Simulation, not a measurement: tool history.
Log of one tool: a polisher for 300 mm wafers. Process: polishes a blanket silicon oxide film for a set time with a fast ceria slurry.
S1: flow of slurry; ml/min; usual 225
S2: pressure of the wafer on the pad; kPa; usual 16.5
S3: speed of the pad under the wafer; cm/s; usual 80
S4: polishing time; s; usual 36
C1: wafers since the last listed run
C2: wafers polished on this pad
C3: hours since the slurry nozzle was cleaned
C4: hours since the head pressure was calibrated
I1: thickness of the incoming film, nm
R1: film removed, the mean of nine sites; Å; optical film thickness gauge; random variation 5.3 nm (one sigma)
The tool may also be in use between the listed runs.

run    hour   S1    S2  S3  S4    C1    C2     C3      C4      I1    R1
  1       0  225  16.5  80  42     0  4304   96.3  1440.5  3290.9  4482
  2    47.6  225  16.5  80  36   583  4887  143.9  1488.1  3262.2  3872
       58.8  -- head pressure recalibrated
       69.8  -- worn pad replaced by a new one
  3   118.1  225  16.5  80  36   790   592  214.4    59.3  3245.9  3982
  4   166.1  225  16.5  90  36   588  1180  262.4   107.3  3294.7  4442
  5   267.8  225  16.5  90  36  1245  2425  364.1     209  3251.3  4379
  6   304.9  225  16.5  90  36   454  2880  401.2   246.1  3320.8  4442
  7   406.3  225  15.2  80  36  1242  4122  502.6   347.5  3212.9  3648
  8   475.1  225  16.5  80  36   842  4965  571.4   416.3    3264  3935
      505.3  -- worn pad replaced by a new one
      702.4  -- slurry nozzle cleaned
  9   757.1  225  16.5  80  36  3393  3072   54.7   698.3  3295.2  3948
 10     848  225  16.5  94  36  1113  4186  145.6   789.2  3262.7  4549
      874.3  -- worn pad replaced by a new one
 11   916.9  225  16.5  94  36   795   521  214.5   858.1    3286  4593
 12  1014.4  225  16.5  94  36  1194  1715    312   955.6  3281.7  4605
 13  1054.3  225  16.5  94  42   488  2204  351.9   995.5  3272.6  5412
 14  1103.3  225  16.5  94  42   600  2804  400.9  1044.5  3288.8  5368
 15  1186.3  255  19.3  56  49  1016  3821  483.9  1127.5  3270.9  4192
 16  1276.3  225  16.5  80  36  1102  4924  573.9  1217.5  3217.4  3930
 17  1353.9  180  12.4  80  42   950  5874  651.5  1295.1  3232.3  3548
     1358.4  -- worn pad replaced by a new one
 18  1426.1  225  16.5  80  36   835   828  723.7  1367.3  3296.7  3865
     1441.6  -- slurry nozzle cleaned
     1497.9  -- head pressure recalibrated
 19    1532  225  15.2  98  36  1260  2089   90.4    34.1  3265.7  4432
 20  1593.5  225  20.7  80  36   753  2842  151.9    95.6  3251.3  4627
 21  1634.3  245  16.5  80  43   499  3342  192.7   136.4  3340.4  4634
 22  1705.5  195  16.5  80  36   872  4214  263.9   207.6  3206.4  3892
 23  1793.7  225  16.5  80  36  1080  5295  352.1   295.8  3257.3  3897
       1823  -- worn pad replaced by a new one
 24  1835.6  190  19.3  92  49   464   153    394   337.7  3339.4  6942

Run 25 comes next. What will it give?
 25  1924.3  265  13.8  60  32  1086  1240  482.7  426.4  3221.3   ?

{"run 25": {"R1": 2267}}
Without the tool's hidden state the same run would have given R1 2267 Å.
